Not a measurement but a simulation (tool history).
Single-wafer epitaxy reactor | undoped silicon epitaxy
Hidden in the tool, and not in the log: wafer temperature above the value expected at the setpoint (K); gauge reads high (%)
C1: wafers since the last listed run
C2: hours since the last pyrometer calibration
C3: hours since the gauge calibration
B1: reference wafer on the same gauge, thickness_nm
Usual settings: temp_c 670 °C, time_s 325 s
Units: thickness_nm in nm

Run 1, day 0: usual settings but time_s 309 s; C1 0; C2 718.6; C3 329.1; B1 92.602. Result: thickness_nm 76.896 nm.
Run 2, day 1.725: usual settings but time_s 309 s; C1 160; C2 760; C3 370.5; B1 92.684. Result: thickness_nm 77.409 nm.
Run 3, day 4.446: usual settings but time_s 309 s; C1 253; C2 825.3; C3 435.8; B1 92.785. Result: thickness_nm 77.147 nm.
Run 4, day 6.092: usual settings but time_s 348 s; C1 153; C2 864.8; C3 475.3; B1 92.731. Result: thickness_nm 87.398 nm.
Run 5, day 8.142: usual settings but time_s 348 s; C1 191; C2 914; C3 524.5; B1 92.563. Result: thickness_nm 87.724 nm.
Run 6, day 12.504: usual settings; C1 406; C2 1018.7; C3 629.2; B1 92.681. Result: thickness_nm 81.525 nm.
Run 7, day 14.65: usual settings; C1 199; C2 1070.2; C3 680.7; B1 92.635. Result: thickness_nm 81.588 nm.
At day 15.188: gauge calibrated.
Run 8, day 16.162: usual settings but temp_c 684 °C, time_s 296 s; C1 140; C2 1106.5; C3 23.4; B1 92.753. Result: thickness_nm 98.364 nm.
Run 9, day 18.725: usual settings but temp_c 678 °C, time_s 264 s; C1 238; C2 1168; C3 84.9; B1 92.779. Result: thickness_nm 78.885 nm.
Run 10, day 21.133: usual settings; C1 224; C2 1225.8; C3 142.7; B1 92.678. Result: thickness_nm 81.958 nm.
Run 11, day 23.954: usual settings but temp_c 656 °C, time_s 361 s; C1 262; C2 1293.5; C3 210.4; B1 92.611. Result: thickness_nm 67.888 nm.
Run 12, day 26.325: usual settings but temp_c 663 °C, time_s 374 s; C1 220; C2 1350.4; C3 267.3; B1 92.645. Result: thickness_nm 80.914 nm.
At day 27.05: pyrometer calibrated.
Run 13, day 27.846: usual settings but temp_c 655 °C, time_s 361 s; C1 110; C2 19.1; C3 303.8; B1 92.604. Result: thickness_nm 63.04 nm.
Run 14, day 29.154: usual settings but time_s 348 s; C1 121; C2 50.5; C3 335.2; B1 92.591. Result: thickness_nm 83.522 nm.
Run 15, day 36.521: usual settings but temp_c 683 °C, time_s 358 s; C1 686; C2 227.3; C3 512; B1 92.753. Result: thickness_nm 114.455 nm.

Forecast each of these 4 alternatives for the next run:
Run A, day 36.542: usual settings; C1 1; C2 227.8; C3 512.5; B1 ?. Result: thickness_nm ?.
Run B, day 36.542: usual settings but time_s 351 s; C1 1; C2 227.8; C3 512.5; B1 ?. Result: thickness_nm ?.
Run C, day 36.542: usual settings but temp_c 655 °C; C1 1; C2 227.8; C3 512.5; B1 ?. Result: thickness_nm ?.
Run D, day 36.542: usual settings but temp_c 656 °C, time_s 343 s; C1 1; C2 227.8; C3 512.5; B1 ?. Result: thickness_nm ?.

run      B1  thickness_nm
  A  92.731        78.859
  B  92.731        85.168
  C  92.731        57.503
  D  92.731        61.999
Without the tool's hidden state the same runs would have given:
run  thickness_nm
  A        77.284
  B        83.467
  C        56.318
  D        60.724
